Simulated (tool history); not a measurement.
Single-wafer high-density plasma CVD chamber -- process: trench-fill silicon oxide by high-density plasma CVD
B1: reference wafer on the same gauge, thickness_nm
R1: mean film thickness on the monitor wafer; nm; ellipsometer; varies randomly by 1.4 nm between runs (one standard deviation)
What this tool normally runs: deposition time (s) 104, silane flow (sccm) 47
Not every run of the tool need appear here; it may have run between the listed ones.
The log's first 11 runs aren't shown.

Run 12, day 6.946: usual settings; B1 523.48. Result: R1 470.064 nm.
Run 13, day 7.254: usual settings; B1 523.181. Result: R1 471.317 nm.
Run 14, day 7.667: usual settings; B1 523.83. Result: R1 471.354 nm.
Run 15, day 8.317: usual settings but silane flow (sccm) 40; B1 522.988. Result: R1 413.29 nm.
Run 16, day 8.575: usual settings but silane flow (sccm) 40; B1 522.682. Result: R1 411.727 nm.
At day 8.617: gauge calibrated.
Run 17, day 9.233: usual settings but silane flow (sccm) 40; B1 523.393. Result: R1 411.938 nm.
Run 18, day 9.85: usual settings but deposition time (s) 116, silane flow (sccm) 53; B1 522.899. Result: R1 583.638 nm.
Run 19, day 10.321: usual settings but deposition time (s) 97; B1 523.37. Result: R1 438.038 nm.
At day 11.054: silane flow controller replaced.
Run 20, day 11.075: usual settings but silane flow (sccm) 44; B1 522.881. Result: R1 467.547 nm.
Run 21, day 11.346: usual settings but deposition time (s) 86, silane flow (sccm) 39; B1 522.823. Result: R1 348.605 nm.
Run 22, day 11.642: usual settings but deposition time (s) 84, silane flow (sccm) 40; B1 523.02. Result: R1 348.077 nm.
Run 23, day 12.017: usual settings but deposition time (s) 113, silane flow (sccm) 40; B1 523.654. Result: R1 469.269 nm.
Run 24, day 12.471: usual settings but deposition time (s) 117, silane flow (sccm) 38; B1 523.005. Result: R1 466.272 nm.
Run 25, day 13.142: usual settings but silane flow (sccm) 53; B1 522.79. Result: R1 546.525 nm.
Run 26, day 13.867: usual settings but silane flow (sccm) 54; B1 523.026. Result: R1 556.637 nm.
Run 27, day 14.483: usual settings; B1 522.686. Result: R1 491.415 nm.
Run 28, day 15.183: usual settings but deposition time (s) 124, silane flow (sccm) 40; B1 522.495. Result: R1 511.033 nm.
Run 29, day 15.925: usual settings but deposition time (s) 124, silane flow (sccm) 38; B1 522.383. Result: R1 488.494 nm.
Run 30, day 16.592: usual settings; B1 522.578. Result: R1 492.012 nm.
Run 31, day 16.946: usual settings; B1 523.271. Result: R1 490.107 nm.
Run 32, day 17.279: usual settings but deposition time (s) 112, silane flow (sccm) 41; B1 522.666. Result: R1 470.42 nm.
Run 33, day 17.717: usual settings but deposition time (s) 115; B1 522.821. Result: R1 544.467 nm.
Run 34, day 18.15: usual settings but deposition time (s) 90, silane flow (sccm) 56; B1 523.184. Result: R1 492.517 nm.
Run 35, day 18.717: usual settings but deposition time (s) 123, silane flow (sccm) 39; B1 522.934. Result: R1 493.56 nm.

4 ways to go on from here, each from the tool as it stands after run 35. What would each give?
Run A, day 18.733: usual settings; B1 ?. Result: R1 ?.
Run B, day 18.733: usual settings but deposition time (s) 116, silane flow (sccm) 54; B1 ?. Result: R1 ?.
Run C, day 18.733: usual settings but deposition time (s) 115, silane flow (sccm) 55; B1 ?. Result: R1 ?.
Run D, day 18.733: usual settings but deposition time (s) 121, silane flow (sccm) 56; B1 ?. Result: R1 ?.

run       B1       R1
  A  523.027   489.16
  B  523.027  615.408
  C  523.027  619.989
  D  523.027  662.739
Had the tool no hidden state, the same runs would have come out as:
run       R1
  A   500.77
  B  630.014
  C  634.704
  D  678.468

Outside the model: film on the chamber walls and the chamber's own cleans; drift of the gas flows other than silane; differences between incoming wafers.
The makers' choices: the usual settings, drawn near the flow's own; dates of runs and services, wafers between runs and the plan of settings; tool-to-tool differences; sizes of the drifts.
